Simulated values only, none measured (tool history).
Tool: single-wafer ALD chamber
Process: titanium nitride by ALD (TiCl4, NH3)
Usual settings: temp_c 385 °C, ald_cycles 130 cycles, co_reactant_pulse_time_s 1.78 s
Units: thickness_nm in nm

run   hour  temp_c  ald_cycles  co_reactant_pulse_time_s  wafers since the last listed run  hours since the last thermocouple change  hours since the showerhead was replaced  hours since the gauge calibration  read-back reference wafer on the same gauge, thickness_nm  thickness_nm
  1      0     385         130                      1.57                                 0                                    1100.7                                   4323.4                              102.8                                                      3.339         2.882
  2   13.2     375         130                      1.78                                20                                    1113.9                                   4336.6                                116                                                      3.341         2.872
  3     42     385         130                      1.78                                43                                    1142.7                                   4365.4                              144.8                                                      3.341         2.898
  4   77.4     385         130                      1.78                                54                                    1178.1                                   4400.8                              180.2                                                      3.339         2.892
  5   90.5     385         130                      1.78                                19                                    1191.2                                   4413.9                              193.3                                                      3.341         2.899
  6  103.9     385         130                      1.78                                20                                    1204.6                                   4427.3                              206.7                                                      3.342         2.892
  7  130.8     385         130                      1.78                                41                                    1231.5                                   4454.2                              233.6                                                      3.338         2.889
  8    148     385         130                      1.78                                26                                    1248.7                                   4471.4                              250.8                                                      3.341         2.897
  9  173.5     385         130                      1.78                                38                                    1274.2                                   4496.9                              276.3                                                      3.341         2.897
     193.9  -- thermocouple changed; heater temperature recalibrated
 10  194.4     385         130                      1.78                                19                                       0.5                                   4517.8                              297.2                                                       3.34         2.897
 11  204.4     385         130                      1.57                                15                                      10.5                                   4527.8                              307.2                                                      3.341         2.866
 12  226.3     385         115                      1.49                                33                                      32.4                                   4549.7                              329.1                                                      3.339         2.543
     233.9  -- gauge calibrated
 13  251.9     372         130                      2.22                                39                                        58                                   4575.3                                 18                                                       3.34         2.881
 14  270.9     385         130                      1.78                                28                                        77                                   4594.3                                 37                                                      3.339         2.898
 15  304.6     385         130                       1.3                                51                                     110.7                                     4628                               70.7                                                      3.339         2.844

The next listed run, before its measurement:
 16  333.6     385         130                      1.47                                44                                     139.7                                     4657                               99.7                                                          ?             ?

Run 16 gave read-back reference wafer on the same gauge, thickness_nm 3.342, thickness_nm 2.877 nm.
Without the tool's hidden state the same run would have given thickness_nm 2.877 nm.

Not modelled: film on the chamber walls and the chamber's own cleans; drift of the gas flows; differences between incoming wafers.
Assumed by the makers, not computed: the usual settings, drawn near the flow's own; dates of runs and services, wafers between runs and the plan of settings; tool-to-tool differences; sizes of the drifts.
